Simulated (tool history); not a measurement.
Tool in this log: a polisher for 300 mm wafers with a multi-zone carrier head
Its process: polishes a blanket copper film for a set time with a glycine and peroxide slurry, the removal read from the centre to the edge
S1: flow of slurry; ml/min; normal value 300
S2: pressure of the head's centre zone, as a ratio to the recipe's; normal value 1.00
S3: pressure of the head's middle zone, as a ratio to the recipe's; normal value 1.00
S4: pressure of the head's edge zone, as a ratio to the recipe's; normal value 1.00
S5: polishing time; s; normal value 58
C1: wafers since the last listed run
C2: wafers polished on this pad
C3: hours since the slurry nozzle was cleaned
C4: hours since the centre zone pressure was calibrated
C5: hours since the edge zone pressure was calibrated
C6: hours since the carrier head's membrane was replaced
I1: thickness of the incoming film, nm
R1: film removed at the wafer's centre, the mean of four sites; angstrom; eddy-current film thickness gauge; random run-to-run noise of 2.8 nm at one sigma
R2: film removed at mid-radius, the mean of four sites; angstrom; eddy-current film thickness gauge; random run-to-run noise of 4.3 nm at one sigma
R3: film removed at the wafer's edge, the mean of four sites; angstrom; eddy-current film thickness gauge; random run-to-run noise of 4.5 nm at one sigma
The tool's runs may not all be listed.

| run | hour | S1 | S2 | S3 | S4 | S5 | C1 | C2 | C3 | C4 | C5 | C6 | I1 | R1 | R2 | R3 |
|---|---|---|---|---|---|---|---|---|---|---|---|---|---|---|---|---|
| 1 | 0.0 | 300 | 1.00 | 1.00 | 1.00 | 58 | 0 | 1519 | 23.2 | 1164.1 | 71.6 | 104.2 | 1551.5 | 3141 | 3371 | 3457 |
| 2 | 29.8 | 240 | 1.00 | 1.00 | 1.00 | 58 | 365 | 1884 | 53.0 | 1193.9 | 101.4 | 134.0 | 1562.6 | 3024 | 3346 | 3426 |
|  | 40.0 | worn pad replaced by a new one |
| 3 | 84.0 | 240 | 1.00 | 1.00 | 1.00 | 58 | 615 | 539 | 107.2 | 1248.1 | 155.6 | 188.2 | 1592.4 | 3051 | 3315 | 3345 |
| 4 | 100.8 | 240 | 1.00 | 1.00 | 1.00 | 58 | 205 | 745 | 124.0 | 1264.9 | 172.4 | 205.0 | 1564.0 | 3030 | 3271 | 3413 |
|  | 113.0 | centre zone pressure recalibrated |
| 5 | 133.8 | 300 | 1.00 | 1.00 | 1.00 | 58 | 379 | 1125 | 157.0 | 20.8 | 205.4 | 238.0 | 1553.0 | 3327 | 3387 | 3438 |
| 6 | 150.3 | 300 | 1.00 | 1.00 | 1.00 | 58 | 202 | 1327 | 173.5 | 37.3 | 221.9 | 254.5 | 1584.1 | 3299 | 3377 | 3471 |
| 7 | 183.6 | 300 | 1.00 | 1.00 | 0.89 | 58 | 408 | 1735 | 206.8 | 70.6 | 255.2 | 287.8 | 1537.5 | 3338 | 3390 | 3316 |
| 8 | 199.7 | 300 | 0.96 | 0.89 | 1.08 | 66 | 197 | 1932 | 222.9 | 86.7 | 271.3 | 303.9 | 1572.8 | 3683 | 3540 | 4032 |
| 9 | 223.0 | 300 | 0.94 | 0.89 | 1.12 | 49 | 285 | 2218 | 246.2 | 110.0 | 294.6 | 327.2 | 1595.4 | 2621 | 2617 | 3131 |
|  | 235.2 | worn pad replaced by a new one |
| 10 | 243.0 | 375 | 0.90 | 0.94 | 1.00 | 58 | 196 | 95 | 266.2 | 130.0 | 314.6 | 347.2 | 1555.0 | 3009 | 3268 | 3542 |
| 11 | 263.3 | 390 | 1.00 | 1.00 | 1.00 | 58 | 248 | 344 | 286.5 | 150.3 | 334.9 | 367.5 | 1578.6 | 3447 | 3506 | 3451 |
| 12 | 296.2 | 300 | 1.00 | 1.00 | 0.89 | 47 | 403 | 747 | 319.4 | 183.2 | 367.8 | 400.4 | 1582.8 | 2691 | 2800 | 2598 |
| 13 | 322.9 | 300 | 1.00 | 1.00 | 1.00 | 58 | 327 | 1074 | 346.1 | 209.9 | 394.5 | 427.1 | 1552.7 | 3317 | 3317 | 3477 |
| 14 | 338.9 | 300 | 0.92 | 1.00 | 1.00 | 58 | 196 | 1270 | 362.1 | 225.9 | 410.5 | 443.1 | 1550.5 | 2991 | 3329 | 3461 |
| 15 | 359.5 | 300 | 1.00 | 1.00 | 1.00 | 58 | 252 | 1523 | 382.7 | 246.5 | 431.1 | 463.7 | 1562.4 | 3286 | 3359 | 3466 |
|  | 379.2 | slurry nozzle cleaned |
| 16 | 387.1 | 300 | 1.07 | 1.00 | 0.94 | 58 | 326 | 1849 | 7.9 | 274.1 | 458.7 | 491.3 | 1575.8 | 3511 | 3346 | 3386 |
|  | 410.6 | worn pad replaced by a new one |
| 17 | 413.5 | 300 | 1.00 | 1.11 | 1.00 | 58 | 274 | 35 | 34.3 | 300.5 | 485.1 | 517.7 | 1562.6 | 3296 | 3638 | 3550 |
| 18 | 440.5 | 300 | 0.96 | 0.89 | 1.08 | 66 | 330 | 366 | 61.3 | 327.5 | 512.1 | 544.7 | 1558.2 | 3624 | 3457 | 4076 |
| 19 | 473.0 | 300 | 0.93 | 1.06 | 1.09 | 58 | 398 | 764 | 93.8 | 360.0 | 544.6 | 577.2 | 1565.3 | 3086 | 3588 | 3602 |
| 20 | 485.2 | 300 | 1.00 | 1.00 | 1.12 | 58 | 149 | 914 | 106.0 | 372.2 | 556.8 | 589.4 | 1576.8 | 3287 | 3366 | 3662 |
| 21 | 498.5 | 300 | 1.00 | 1.00 | 1.00 | 58 | 163 | 1077 | 119.3 | 385.5 | 570.1 | 602.7 | 1553.8 | 3270 | 3424 | 3482 |
| 22 | 510.6 | 300 | 1.11 | 1.10 | 1.00 | 58 | 148 | 1225 | 131.4 | 397.6 | 582.2 | 614.8 | 1579.9 | 3646 | 3731 | 3453 |
| 23 | 522.9 | 300 | 0.89 | 1.00 | 1.03 | 58 | 150 | 1376 | 143.7 | 409.9 | 594.5 | 627.1 | 1557.2 | 2929 | 3289 | 3473 |

Hidden state, per run?
removal rate lost through wear of the pad, %: 0 across all the runs
slurry flow missing at the pad, %: 0 across all the runs
deviation of the edge zone's pressure from its setpoint, %: 0 across all the runs
H1: deviation of the centre zone's pressure from its setpoint, %
| run | H1 |
|---|---|
| 1 | -5.69 |
| 2 | -5.86 |
| 3 | -6.16 |
| 4 | -6.25 |
| 5 | -0.755 |
| 6 | -0.846 |
| 7 | -1.03 |
| 8 | -1.12 |
| 9 | -1.25 |
| 10 | -1.36 |
| 11 | -1.47 |
| 12 | -1.65 |
| 13 | -1.8 |
| 14 | -1.89 |
| 15 | -2 |
| 16 | -2.15 |
| 17 | -2.3 |
| 18 | -2.45 |
| 19 | -2.62 |
| 20 | -2.69 |
| 21 | -2.76 |
| 22 | -2.83 |
| 23 | -2.9 |
